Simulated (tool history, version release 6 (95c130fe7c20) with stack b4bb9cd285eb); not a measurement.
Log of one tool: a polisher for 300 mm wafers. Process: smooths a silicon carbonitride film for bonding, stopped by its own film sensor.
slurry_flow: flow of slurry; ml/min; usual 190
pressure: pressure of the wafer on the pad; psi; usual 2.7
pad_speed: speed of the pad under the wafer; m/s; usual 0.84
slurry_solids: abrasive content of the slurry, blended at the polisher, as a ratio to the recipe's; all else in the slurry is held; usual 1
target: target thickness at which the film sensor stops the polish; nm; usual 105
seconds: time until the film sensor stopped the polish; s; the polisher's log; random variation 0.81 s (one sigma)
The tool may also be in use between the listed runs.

run   hour  slurry_flow  pressure  pad_speed  slurry_solids  target  wafers since the last listed run  wafers polished on this pad  hours since the slurry nozzle was cleaned  hours since the head pressure was calibrated  hours since the slurry blender was calibrated  incoming thickness of the incoming film, nm  seconds
  1      0          190       2.7       0.84              1     105                                 0                          889                                      194.9                                          1280                                          289.9                                        128.8     82.8
  2   14.8          190       2.7       0.84              1     105                                96                          985                                      209.7                                        1294.8                                          304.7                                          129     83.4
  3   28.6          190       2.7       0.84              1     105                                89                         1075                                      223.5                                        1308.6                                          318.5                                        130.8     91.1
      39.9  -- slurry nozzle cleaned
      46.1  -- head pressure recalibrated
  4   46.6          190       2.7       0.84              1     105                                97                         1173                                        6.7                                           0.5                                          336.5                                        129.6       87
  5     53          190       2.7       0.84              1     105                                41                         1214                                       13.1                                           6.9                                          342.9                                        129.6     88.9
      61.6  -- worn pad replaced by a new one
  6   67.9          190       2.7       0.84            1.2     100                                70                           40                                         28                                          21.8                                          357.8                                          132     98.6
  7   76.9          190       2.7       0.84            1.2     100                                58                           99                                         37                                          30.8                                          366.8                                        131.9     97.5
  8   93.6          190       2.7       0.84            1.2     100                               108                          207                                       53.7                                          47.5                                          383.5                                        128.3     87.9
  9  110.7          190       2.7       0.84              1     111                               111                          319                                       70.8                                          64.6                                          400.6                                        128.1     55.1
 10  127.4          190       2.7       0.76              1     110                               108                          427                                       87.5                                          81.3                                          417.3                                        130.1     72.1
 11  134.8          140       2.7       0.84              1     105                                48                          475                                       94.9                                          88.7                                          424.7                                        130.3       89
 12  184.6          190       2.7       0.84              1     105                               323                          799                                      144.7                                         138.5                                          474.5                                          132     93.2
 13  195.9          190       2.7          1              1     105                                73                          873                                        156                                         149.8                                          485.8                                        132.2     81.7
 14    202          190       2.7       0.84              1     105                                39                          912                                      162.1                                         155.9                                          491.9                                        132.3     95.5

Run 15 comes next. What will it give?
 15  217.4          190       3.5       0.84              1     105                               100                         1012                                      177.5                                         171.3                                          507.3                                        129.9        ?

seconds: 67.2 s
Without the tool's hidden state the same run would have given seconds 60.4 s.
